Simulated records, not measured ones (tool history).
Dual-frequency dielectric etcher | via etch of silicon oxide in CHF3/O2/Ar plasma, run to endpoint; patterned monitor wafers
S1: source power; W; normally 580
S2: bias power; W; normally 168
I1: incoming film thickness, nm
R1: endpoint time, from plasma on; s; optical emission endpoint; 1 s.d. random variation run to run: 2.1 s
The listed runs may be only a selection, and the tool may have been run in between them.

Run 1, hour 0: usual settings; I1 684.9. Result: R1 369.3 s.
Run 2, hour 33.9: usual settings; I1 689.9. Result: R1 369.9 s.
Run 3, hour 48.2: usual settings; I1 682. Result: R1 368.3 s.
Run 4, hour 78.9: usual settings; I1 683.4. Result: R1 366.1 s.
Run 5, hour 111.5: usual settings but S2 140 W; I1 686.2. Result: R1 392.2 s.
Run 6, hour 131.2: usual settings; I1 683.2. Result: R1 365.6 s.
Run 7, hour 155.8: usual settings; I1 687. Result: R1 368.3 s.
Run 8, hour 170.7: usual settings; I1 685.1. Result: R1 365.7 s.
Run 9, hour 190.8: usual settings but S1 670 W, S2 150 W; I1 689.7. Result: R1 354.8 s.
Run 10, hour 212.6: usual settings but S1 670 W, S2 150 W; I1 684.9. Result: R1 348.9 s.
Run 11, hour 247.6: usual settings; I1 692.3. Result: R1 366.1 s.
Run 12, hour 269.7: usual settings but S1 670 W, S2 186 W; I1 687.9. Result: R1 323.5 s.
At hour 292.9: source power generator calibrated.
Run 13, hour 303.8: usual settings but S1 670 W, S2 186 W; I1 680.6. Result: R1 317 s.
Run 14, hour 334.9: usual settings but S1 710 W; I1 679. Result: R1 319.3 s.
Run 15, hour 353.2: usual settings but S1 520 W, S2 209 W; I1 683.2. Result: R1 353.1 s.
Run 16, hour 388.7: usual settings but S1 530 W, S2 140 W; I1 685.6. Result: R1 406.4 s.
At hour 431.6: upper electrode replaced.
Run 17, hour 432.1: usual settings but S1 630 W; I1 683.2. Result: R1 341 s.
Run 18, hour 432.5: usual settings but S2 184 W; I1 690.8. Result: R1 346.4 s.
Run 19, hour 439.8: usual settings but S1 510 W, S2 147 W; I1 689.4. Result: R1 409.5 s.
At hour 464.7: wet clean of the chamber.
Run 20, hour 473.7: usual settings; I1 692.1. Result: R1 374.1 s.
At hour 490.7: bias power generator calibrated.
Run 21, hour 506.6: usual settings but S1 680 W, S2 204 W; I1 685.4. Result: R1 316.7 s.
Run 22, hour 522.7: usual settings but S2 140 W; I1 682.7. Result: R1 389.4 s.
Run 23, hour 541: usual settings but S1 640 W; I1 676. Result: R1 341.5 s.
Run 24, hour 565.7: usual settings but S1 470 W, S2 147 W; I1 695.9. Result: R1 443.2 s.
Run 25, hour 581.3: usual settings; I1 690.8. Result: R1 367 s.
Run 26, hour 616: usual settings but S1 540 W, S2 206 W; I1 686.8. Result: R1 352 s.

Alternative continuations, all from the tool just after run 26; predict every row:
Run A, hour 616.5: usual settings but S2 191 W; I1 683.7. Result: R1 ?.
Run B, hour 616.5: usual settings but S1 690 W, S2 194 W; I1 683.7. Result: R1 ?.
Run C, hour 616.5: usual settings but S1 500 W; I1 683.7. Result: R1 ?.

run     R1
  A  347.5
  B  313.4
  C  398.5
With the hidden condition removed and each run's random variation left untouched, the same runs would have given:
run     R1
  A  355.7
  B  320.9
  C    408
